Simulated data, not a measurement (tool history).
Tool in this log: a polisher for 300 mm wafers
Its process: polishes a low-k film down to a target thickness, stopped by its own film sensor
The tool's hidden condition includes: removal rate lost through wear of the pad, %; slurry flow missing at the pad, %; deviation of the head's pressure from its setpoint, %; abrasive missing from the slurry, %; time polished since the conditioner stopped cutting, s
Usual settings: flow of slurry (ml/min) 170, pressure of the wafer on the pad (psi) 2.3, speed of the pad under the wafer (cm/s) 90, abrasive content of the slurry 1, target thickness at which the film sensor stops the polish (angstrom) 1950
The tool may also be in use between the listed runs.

| run | hour | flow of slurry (ml/min) | pressure of the wafer on the pad (psi) | speed of the pad under the wafer (cm/s) | abrasive content of the slurry | target thickness at which the film sensor stops the polish (angstrom) | wafers since the last listed run | wafers polished on this pad | hours since the slurry nozzle was cleaned | hours since the head pressure was calibrated | hours since the slurry blender was calibrated | hours since the conditioning disc was replaced | incoming thickness of the incoming film, nm | time until the film sensor stopped the polish (s) |
|---|---|---|---|---|---|---|---|---|---|---|---|---|---|---|
| 1 | 0 | 170 | 2.3 | 90 | 0.9 | 1950 | 0 | 1472 | 916.8 | 199.3 | 210.4 | 47.7 | 227.8 | 60.3 |
| 2 | 14.4 | 115 | 2.3 | 90 | 1 | 1950 | 102 | 1575 | 931.2 | 213.7 | 224.8 | 62.1 | 232.4 | 66.2 |
|  | 43.9 | worn pad replaced by a new one |
| 3 | 44.5 | 115 | 2.9 | 90 | 1 | 1950 | 185 | 4 | 961.3 | 243.8 | 254.9 | 92.2 | 230.4 | 51.7 |
|  | 66 | slurry blender recalibrated |
|  | 72.8 | slurry nozzle cleaned |
| 4 | 116.4 | 220 | 2.3 | 90 | 1 | 1870 | 490 | 494 | 43.6 | 315.7 | 50.4 | 164.1 | 230.7 | 71.7 |
| 5 | 129.1 | 185 | 2.3 | 108 | 1 | 1900 | 90 | 584 | 56.3 | 328.4 | 63.1 | 176.8 | 228.7 | 58.3 |
| 6 | 159.9 | 155 | 2.3 | 58 | 1 | 1950 | 219 | 803 | 87.1 | 359.2 | 93.9 | 207.6 | 227.5 | 68.9 |
| 7 | 193.4 | 170 | 2.3 | 90 | 0.85 | 1950 | 238 | 1042 | 120.6 | 392.7 | 127.4 | 241.1 | 227.8 | 61.4 |
|  | 207.2 | conditioning disc replaced and pad reconditioned |
| 8 | 234.1 | 155 | 2.3 | 90 | 1 | 1950 | 275 | 1317 | 161.3 | 433.4 | 168.1 | 26.9 | 228.4 | 57.9 |
| 9 | 252.6 | 170 | 2.3 | 90 | 1 | 1950 | 131 | 1449 | 179.8 | 451.9 | 186.6 | 45.4 | 234.2 | 67 |
|  | 278.6 | head pressure recalibrated |
| 10 | 286.3 | 170 | 2.3 | 90 | 1.3 | 1950 | 225 | 1674 | 213.5 | 7.7 | 220.3 | 79.1 | 226.3 | 48.2 |
| 11 | 304.8 | 170 | 2.1 | 90 | 1 | 1950 | 131 | 1806 | 232 | 26.2 | 238.8 | 97.6 | 234.3 | 76.4 |
|  | 316.8 | worn pad replaced by a new one |
|  | 341.3 | slurry blender recalibrated |
| 12 | 385.5 | 170 | 2.3 | 104 | 1 | 1950 | 531 | 474 | 312.7 | 106.9 | 44.2 | 178.3 | 233.5 | 57.6 |
| 13 | 410.2 | 170 | 2.3 | 90 | 1 | 1950 | 175 | 650 | 337.4 | 131.6 | 68.9 | 203 | 229.2 | 59 |
| 14 | 432.2 | 225 | 2.8 | 62 | 1 | 1950 | 156 | 806 | 359.4 | 153.6 | 90.9 | 225 | 227.9 | 53.5 |
| 15 | 446.1 | 185 | 2.3 | 90 | 1 | 1950 | 98 | 905 | 373.3 | 167.5 | 104.8 | 238.9 | 226.9 | 53.4 |
| 16 | 464.5 | 220 | 2.3 | 90 | 1 | 1870 | 130 | 1036 | 391.7 | 185.9 | 123.2 | 257.3 | 233.2 | 77.2 |
| 17 | 491.9 | 170 | 1.7 | 64 | 1 | 1890 | 194 | 1231 | 419.1 | 213.3 | 150.6 | 284.7 | 227.3 | 108.3 |
|  | 498.2 | conditioning disc replaced and pad reconditioned |
| 18 | 533.5 | 170 | 2.3 | 90 | 1 | 1950 | 281 | 1513 | 460.7 | 254.9 | 192.2 | 35.3 | 230.3 | 60.6 |
| 19 | 562.8 | 145 | 2.3 | 90 | 0.8 | 1860 | 208 | 1721 | 490 | 284.2 | 221.5 | 64.6 | 231.3 | 90.7 |

The next listed run, before its measurement:
|  | 585.8 | worn pad replaced by a new one |
| 20 | 586.3 | 220 | 2.3 | 90 | 1 | 1870 | 138 | 3 | 513.5 | 307.7 | 245 | 88.1 | 231.8 | ? |

Logged for run 20: time until the film sensor stopped the polish (s) 78.1.
Without the tool's hidden state the same run would have given time until the film sensor stopped the polish (s) 73.3.
